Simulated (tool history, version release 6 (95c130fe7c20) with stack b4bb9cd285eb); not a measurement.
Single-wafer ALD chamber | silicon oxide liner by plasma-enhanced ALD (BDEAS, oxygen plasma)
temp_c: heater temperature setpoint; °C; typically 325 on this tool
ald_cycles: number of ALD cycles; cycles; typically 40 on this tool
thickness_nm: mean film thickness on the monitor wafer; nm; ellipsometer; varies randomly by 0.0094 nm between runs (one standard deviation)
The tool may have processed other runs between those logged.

run     day  temp_c  ald_cycles  read-back reference wafer on the same gauge, thickness_nm  thickness_nm
  1       0     325          40                                                      4.306         3.731
  2   1.396     325          40                                                      4.304         3.722
  3   1.971     334          44                                                        4.3         4.051
  4   3.117     325          40                                                      4.296         3.737
  5   4.188     325          40                                                      4.294         3.719
  6   5.467     325          40                                                      4.289         3.726
  7   6.479     325          40                                                      4.285         3.729
  8   7.192     325          40                                                      4.284           3.7
  9   7.708     335          43                                                      4.283         3.968
 10   9.079     325          40                                                      4.278          3.71
 11   9.796     325          40                                                      4.275         3.702
 12  11.167     325          40                                                      4.271         3.721
 13  12.338     329          40                                                      4.268         3.682
 14  13.379     329          40                                                      4.264         3.675
 15  14.492     329          40                                                      4.262         3.679
 16  15.538     325          45                                                      4.259         4.172
 17      17     331          37                                                      4.252         3.375
 18  18.308     312          35                                                      4.249         3.268
     18.446  -- gauge calibrated
 19  19.379     325          40                                                      4.315         3.743
 20    20.3     325          42                                                      4.315         3.924
     21.875  -- thermocouple changed; heater temperature recalibrated
 21  21.896     314          40                                                      4.304         3.787
 22  22.538     325          40                                                      4.305         3.735
 23  23.379     332          32                                                      4.303         2.952
 24  24.296     332          46                                                      4.301          4.25
 25  25.546     339          47                                                      4.296         4.298
 26  26.992     325          40                                                       4.29          3.73
 27  28.433     325          37                                                      4.287          3.44
 28  29.838     338          46                                                       4.28         4.201
 29   31.05     325          40                                                      4.275         3.711
 30  31.829     321          40                                                      4.273         3.733
 31  33.188     332          35                                                       4.27         3.217

Branching from run 31: 3 alternative next runs. What would each branch give?
  A  33.208     325          40                                                          ?             ?
  B  33.208     339          35                                                          ?             ?
  C  33.208     337          34                                                          ?             ?

run  read-back reference wafer on the same gauge, thickness_nm  thickness_nm
  A                                                      4.269         3.704
  B                                                      4.269         3.183
  C                                                      4.269           3.1
The same runs, with their run-to-run variation unchanged, on a tool lacking any hidden condition would have given:
run  thickness_nm
  A         3.746
  B         3.219
  C         3.135

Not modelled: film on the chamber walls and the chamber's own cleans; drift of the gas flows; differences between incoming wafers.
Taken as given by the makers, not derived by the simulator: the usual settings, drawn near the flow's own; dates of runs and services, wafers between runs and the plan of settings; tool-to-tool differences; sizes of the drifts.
